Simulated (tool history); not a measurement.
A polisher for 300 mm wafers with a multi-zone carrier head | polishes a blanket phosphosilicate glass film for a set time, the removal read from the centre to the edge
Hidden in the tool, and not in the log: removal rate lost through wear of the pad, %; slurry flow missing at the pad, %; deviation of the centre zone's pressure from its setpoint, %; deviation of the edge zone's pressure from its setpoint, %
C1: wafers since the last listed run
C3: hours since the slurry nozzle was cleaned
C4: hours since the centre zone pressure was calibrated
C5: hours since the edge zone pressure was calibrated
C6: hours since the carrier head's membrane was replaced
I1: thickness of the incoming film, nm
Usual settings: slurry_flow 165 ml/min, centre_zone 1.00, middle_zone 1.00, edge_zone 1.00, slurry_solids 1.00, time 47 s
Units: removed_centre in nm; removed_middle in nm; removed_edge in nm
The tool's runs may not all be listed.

Run 1, hour 0.0: usual settings but middle_zone 0.95, time 53 s; C1 0; wafers polished on this pad 2953; C3 353.8; C4 185.9; C5 576.8; C6 394.0; I1 2870.3. Result: removed_centre 646.7 nm, removed_middle 633.9 nm, removed_edge 652.4 nm.
Run 2, hour 82.3: usual settings but middle_zone 0.95, time 53 s; C1 892; wafers polished on this pad 3846; C3 436.1; C4 268.2; C5 659.1; C6 476.3; I1 2856.4. Result: removed_centre 647.6 nm, removed_middle 639.3 nm, removed_edge 642.9 nm.
At hour 105.5: carrier head's membrane replaced by a new one.
Run 3, hour 126.6: usual settings but middle_zone 0.95, time 53 s; C1 426; wafers polished on this pad 4272; C3 480.4; C4 312.5; C5 703.4; C6 21.1; I1 2883.0. Result: removed_centre 633.9 nm, removed_middle 631.6 nm, removed_edge 630.7 nm.
At hour 151.6: edge zone pressure recalibrated.
At hour 159.9: worn pad replaced by a new one.
At hour 187.8: slurry nozzle cleaned.
Run 4, hour 201.9: usual settings; C1 740; wafers polished on this pad 444; C3 14.1; C4 387.8; C5 50.3; C6 96.4; I1 2913.8. Result: removed_centre 524.4 nm, removed_middle 546.9 nm, removed_edge 539.6 nm.
Run 5, hour 275.2: usual settings but slurry_solids 0.80; C1 794; wafers polished on this pad 1238; C3 87.4; C4 461.1; C5 123.6; C6 169.7; I1 2895.8. Result: removed_centre 481.1 nm, removed_middle 499.6 nm, removed_edge 496.4 nm.
Run 6, hour 382.6: usual settings but slurry_solids 0.80; C1 1164; wafers polished on this pad 2403; C3 194.8; C4 568.5; C5 231.0; C6 277.1; I1 2874.3. Result: removed_centre 479.8 nm, removed_middle 497.0 nm, removed_edge 480.2 nm.
Run 7, hour 421.6: usual settings; C1 422; wafers polished on this pad 2825; C3 233.8; C4 607.5; C5 270.0; C6 316.1; I1 2883.4. Result: removed_centre 515.6 nm, removed_middle 528.1 nm, removed_edge 517.9 nm.
Run 8, hour 502.9: usual settings; C1 881; wafers polished on this pad 3707; C3 315.1; C4 688.8; C5 351.3; C6 397.4; I1 2875.2. Result: removed_centre 498.7 nm, removed_middle 506.7 nm, removed_edge 509.7 nm.
At hour 586.2: carrier head's membrane replaced by a new one.
Run 9, hour 609.5: usual settings but time 56 s; C1 1101; wafers polished on this pad 4808; C3 421.7; C4 795.4; C5 457.9; C6 23.3; I1 2900.2. Result: removed_centre 585.7 nm, removed_middle 609.5 nm, removed_edge 592.8 nm.
At hour 631.6: worn pad replaced by a new one, repeated, since the last time left the tool worse.
Run 10, hour 673.7: usual settings but time 56 s; C1 652; wafers polished on this pad 455; C3 485.9; C4 859.6; C5 522.1; C6 87.5; I1 2933.2. Result: removed_centre 700.8 nm, removed_middle 714.8 nm, removed_edge 713.7 nm.
Run 11, hour 742.6: usual settings; C1 746; wafers polished on this pad 1202; C3 554.8; C4 928.5; C5 591.0; C6 156.4; I1 2914.0. Result: removed_centre 591.1 nm, removed_middle 598.0 nm, removed_edge 574.5 nm.
Run 12, hour 807.0: usual settings but middle_zone 1.05, edge_zone 0.90, slurry_solids 0.75, time 41 s; C1 698; wafers polished on this pad 1900; C3 619.2; C4 992.9; C5 655.4; C6 220.8; I1 2857.4. Result: removed_centre 455.8 nm, removed_middle 487.4 nm, removed_edge 437.2 nm.
At hour 856.6: slurry nozzle cleaned.
Run 13, hour 900.4: usual settings but middle_zone 1.05, edge_zone 1.08; C1 1001; wafers polished on this pad 2902; C3 43.8; C4 1086.3; C5 748.8; C6 314.2; I1 2900.7. Result: removed_centre 590.2 nm, removed_middle 600.2 nm, removed_edge 597.5 nm.
At hour 980.9: worn pad replaced by a new one.
At hour 983.3: centre zone pressure recalibrated.
At hour 989.2: edge zone pressure recalibrated.
Run 14, hour 989.7: usual settings but centre_zone 0.94; C1 881; wafers polished on this pad 52; C3 133.1; C4 6.4; C5 0.5; C6 403.5; I1 2872.3. Result: removed_centre 579.2 nm, removed_middle 619.1 nm, removed_edge 603.1 nm.
Run 15, hour 1056.6: usual settings but centre_zone 0.89, slurry_solids 1.25; C1 725; wafers polished on this pad 777; C3 200.0; C4 73.3; C5 67.4; C6 470.4; I1 2860.1. Result: removed_centre 577.9 nm, removed_middle 657.6 nm, removed_edge 640.9 nm.
At hour 1140.9: carrier head's membrane replaced by a new one.
Run 16, hour 1153.6: usual settings; C1 997; wafers polished on this pad 1774; C3 297.0; C4 170.3; C5 164.4; C6 12.7; I1 2916.6. Result: removed_centre 582.8 nm, removed_middle 601.7 nm, removed_edge 585.6 nm.
Run 17, hour 1248.4: usual settings but slurry_flow 210 ml/min, centre_zone 0.89, middle_zone 0.90, slurry_solids 0.90; C1 1027; wafers polished on this pad 2802; C3 391.8; C4 265.1; C5 259.2; C6 107.5; I1 2889.8. Result: removed_centre 528.2 nm, removed_middle 544.2 nm, removed_edge 578.1 nm.
Run 18, hour 1355.2: usual settings but edge_zone 0.90, time 59 s; C1 1157; wafers polished on this pad 3959; C3 498.6; C4 371.9; C5 366.0; C6 214.3; I1 2845.0. Result: removed_centre 709.2 nm, removed_middle 733.2 nm, removed_edge 684.4 nm.
At hour 1399.0: worn pad replaced by a new one.
Run 19, hour 1436.5: usual settings but centre_zone 1.03, time 52 s; C1 837; wafers polished on this pad 406; C3 579.9; C4 453.2; C5 447.3; C6 295.6; I1 2944.9. Result: removed_centre 701.5 nm, removed_middle 662.8 nm, removed_edge 660.0 nm.
Run 20, hour 1485.3: usual settings but slurry_flow 190 ml/min, centre_zone 0.92, slurry_solids 1.10, time 59 s; C1 528; wafers polished on this pad 935; C3 628.7; C4 502.0; C5 496.1; C6 344.4; I1 2919.4. Result: removed_centre 725.6 nm, removed_middle 810.2 nm, removed_edge 784.1 nm.

The same runs without the tool's hidden state, with the same run-to-run variation:
run  removed_centre  removed_middle  removed_edge
  1           676.9           663.5         682.9
  2           686.8           678.0         681.8
  3           677.1           674.6         673.7
  4           594.7           620.2         611.9
  5           552.5           573.8         570.1
  6           561.5           581.6         562.0
  7           607.6           622.3         610.3
  8           596.3           605.9         609.4
  9           714.1           743.2         722.8
 10           716.2           730.6         729.5
 11           610.6           617.7         593.5
 12           475.6           508.6         456.2
 13           625.1           635.7         632.9
 14           581.7           621.8         605.8
 15           586.4           667.3         650.3
 16           600.3           619.8         603.2
 17           552.2           568.9         604.4
 18           754.2           779.7         727.8
 19           706.1           667.2         664.3
 20           735.9           821.7         795.2

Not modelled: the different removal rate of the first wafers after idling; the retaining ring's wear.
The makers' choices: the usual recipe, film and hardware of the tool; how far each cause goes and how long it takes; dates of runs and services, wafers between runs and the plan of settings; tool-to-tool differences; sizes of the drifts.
